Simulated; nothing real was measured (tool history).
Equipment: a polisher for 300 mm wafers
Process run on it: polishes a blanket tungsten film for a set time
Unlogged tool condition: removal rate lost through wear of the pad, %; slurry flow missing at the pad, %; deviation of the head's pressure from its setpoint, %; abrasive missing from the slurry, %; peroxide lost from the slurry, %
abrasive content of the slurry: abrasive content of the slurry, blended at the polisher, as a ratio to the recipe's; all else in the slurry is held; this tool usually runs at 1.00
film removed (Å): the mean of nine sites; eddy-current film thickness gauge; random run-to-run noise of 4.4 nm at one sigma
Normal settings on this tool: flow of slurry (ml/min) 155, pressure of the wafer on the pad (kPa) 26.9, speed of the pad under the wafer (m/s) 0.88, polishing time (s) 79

| run | hour | flow of slurry (ml/min) | pressure of the wafer on the pad (kPa) | speed of the pad under the wafer (m/s) | abrasive content of the slurry | polishing time (s) | wafers since the last listed run | wafers polished on this pad | hours since the slurry nozzle was cleaned | hours since the head pressure was calibrated | hours since the slurry blender was calibrated | hours since the slurry got fresh peroxide | incoming thickness of the incoming film, nm | film removed (Å) |
|---|---|---|---|---|---|---|---|---|---|---|---|---|---|---|
| 1 | 0.0 | 155 | 26.9 | 0.88 | 1.00 | 79 | 0 | 157 | 15.8 | 1243.6 | 203.3 | 10.2 | 1326.2 | 2976 |
| 2 | 14.3 | 155 | 20.7 | 0.88 | 1.00 | 79 | 168 | 325 | 30.1 | 1257.9 | 217.6 | 24.5 | 1303.3 | 2292 |
| 3 | 30.3 | 155 | 26.9 | 0.80 | 1.20 | 79 | 188 | 513 | 46.1 | 1273.9 | 233.6 | 40.5 | 1295.3 | 2750 |
| 4 | 62.5 | 155 | 26.9 | 0.88 | 1.00 | 79 | 378 | 892 | 78.3 | 1306.1 | 265.8 | 72.7 | 1295.0 | 2886 |
| 5 | 76.4 | 155 | 26.9 | 0.88 | 1.00 | 79 | 163 | 1055 | 92.2 | 1320.0 | 279.7 | 86.6 | 1310.8 | 2874 |
| 6 | 95.5 | 155 | 26.9 | 0.88 | 1.00 | 79 | 224 | 1280 | 111.3 | 1339.1 | 298.8 | 105.7 | 1301.1 | 2908 |
|  | 110.3 | worn pad replaced by a new one |
| 7 | 122.6 | 195 | 26.9 | 0.88 | 0.90 | 79 | 271 | 145 | 138.4 | 1366.2 | 325.9 | 132.8 | 1323.0 | 3008 |
|  | 136.1 | slurry nozzle cleaned, repeated, since the last time left the tool worse |
| 8 | 144.1 | 155 | 26.9 | 1.10 | 1.00 | 79 | 241 | 386 | 8.0 | 1387.7 | 347.4 | 154.3 | 1285.3 | 4203 |
| 9 | 163.2 | 155 | 26.9 | 1.10 | 1.00 | 79 | 224 | 610 | 27.1 | 1406.8 | 366.5 | 173.4 | 1329.1 | 4220 |
| 10 | 176.1 | 155 | 26.9 | 0.88 | 1.00 | 79 | 151 | 762 | 40.0 | 1419.7 | 379.4 | 186.3 | 1327.6 | 3391 |
|  | 186.5 | slurry tank refilled with fresh slurry and peroxide |
| 11 | 197.8 | 115 | 19.3 | 0.88 | 1.00 | 79 | 243 | 1006 | 61.7 | 1441.4 | 401.1 | 11.3 | 1288.4 | 2275 |
| 12 | 210.4 | 180 | 26.9 | 0.88 | 1.00 | 67 | 148 | 1154 | 74.3 | 1454.0 | 413.7 | 23.9 | 1319.8 | 2918 |
|  | 213.7 | slurry blender recalibrated |
|  | 228.5 | head pressure recalibrated |
|  | 235.8 | worn pad replaced by a new one |
| 13 | 236.3 | 125 | 26.9 | 0.88 | 0.85 | 92 | 210 | 6 | 100.2 | 7.8 | 22.6 | 49.8 | 1309.6 | 3636 |
| 14 | 316.3 | 155 | 20.7 | 0.62 | 1.00 | 79 | 940 | 947 | 180.2 | 87.8 | 102.6 | 129.8 | 1302.4 | 1773 |
| 15 | 348.1 | 155 | 26.9 | 0.88 | 1.00 | 79 | 374 | 1321 | 212.0 | 119.6 | 134.4 | 161.6 | 1338.3 | 3318 |
|  | 363.1 | worn pad replaced by a new one |
| 16 | 368.5 | 155 | 26.9 | 0.78 | 1.30 | 55 | 192 | 63 | 232.4 | 140.0 | 154.8 | 182.0 | 1322.9 | 2194 |
| 17 | 384.4 | 155 | 26.9 | 0.88 | 1.00 | 79 | 187 | 250 | 248.3 | 155.9 | 170.7 | 197.9 | 1301.8 | 3335 |
|  | 393.5 | slurry tank refilled with fresh slurry and peroxide |
| 18 | 401.1 | 155 | 26.9 | 0.88 | 1.00 | 79 | 184 | 435 | 265.0 | 172.6 | 187.4 | 7.6 | 1333.3 | 3307 |
| 19 | 423.3 | 135 | 24.1 | 0.62 | 0.70 | 79 | 261 | 696 | 287.2 | 194.8 | 209.6 | 29.8 | 1302.4 | 1851 |
| 20 | 435.8 | 155 | 35.2 | 0.98 | 1.00 | 71 | 147 | 843 | 299.7 | 207.3 | 222.1 | 42.3 | 1300.7 | 4271 |
| 21 | 457.1 | 155 | 26.9 | 0.88 | 1.00 | 71 | 250 | 1093 | 321.0 | 228.6 | 243.4 | 63.6 | 1317.8 | 2952 |
|  | 466.7 | slurry nozzle cleaned |
| 22 | 472.4 | 155 | 26.9 | 0.88 | 1.00 | 79 | 168 | 1262 | 5.7 | 243.9 | 258.7 | 78.9 | 1330.3 | 3410 |
| 23 | 484.7 | 155 | 26.9 | 0.88 | 1.00 | 57 | 144 | 1406 | 18.0 | 256.2 | 271.0 | 91.2 | 1292.4 | 2455 |
|  | 495.5 | worn pad replaced by a new one |
| 24 | 497.6 | 115 | 26.9 | 0.60 | 1.10 | 79 | 104 | 25 | 30.9 | 269.1 | 283.9 | 104.1 | 1302.8 | 2140 |
| 25 | 514.7 | 105 | 35.2 | 0.88 | 1.00 | 79 | 201 | 226 | 48.0 | 286.2 | 301.0 | 121.2 | 1307.2 | 4026 |

Branching from run 25: 5 alternative next runs. What would each branch give?
| A | 515.1 | 140 | 26.9 | 0.88 | 1.00 | 79 | 4 | 231 | 48.4 | 286.6 | 301.4 | 121.6 | 1310.3 | ? |
| B | 515.1 | 115 | 26.9 | 0.88 | 1.00 | 107 | 4 | 231 | 48.4 | 286.6 | 301.4 | 121.6 | 1310.3 | ? |
| C | 515.1 | 115 | 20.0 | 0.88 | 1.00 | 79 | 4 | 231 | 48.4 | 286.6 | 301.4 | 121.6 | 1310.3 | ? |
| D | 515.1 | 155 | 26.9 | 1.04 | 0.85 | 79 | 4 | 231 | 48.4 | 286.6 | 301.4 | 121.6 | 1310.3 | ? |
| E | 515.1 | 185 | 35.2 | 0.88 | 0.85 | 79 | 4 | 231 | 48.4 | 286.6 | 301.4 | 121.6 | 1310.3 | ? |

| run | film removed (Å) |
|---|---|
| A | 3296 |
| B | 4243 |
| C | 2330 |
| D | 3842 |
| E | 4394 |
The same runs, with their run-to-run variation unchanged, on a tool lacking any hidden condition would have given:
| run | film removed (Å) |
|---|---|
| A | 3370 |
| B | 4360 |
| C | 2393 |
| D | 3919 |
| E | 4468 |

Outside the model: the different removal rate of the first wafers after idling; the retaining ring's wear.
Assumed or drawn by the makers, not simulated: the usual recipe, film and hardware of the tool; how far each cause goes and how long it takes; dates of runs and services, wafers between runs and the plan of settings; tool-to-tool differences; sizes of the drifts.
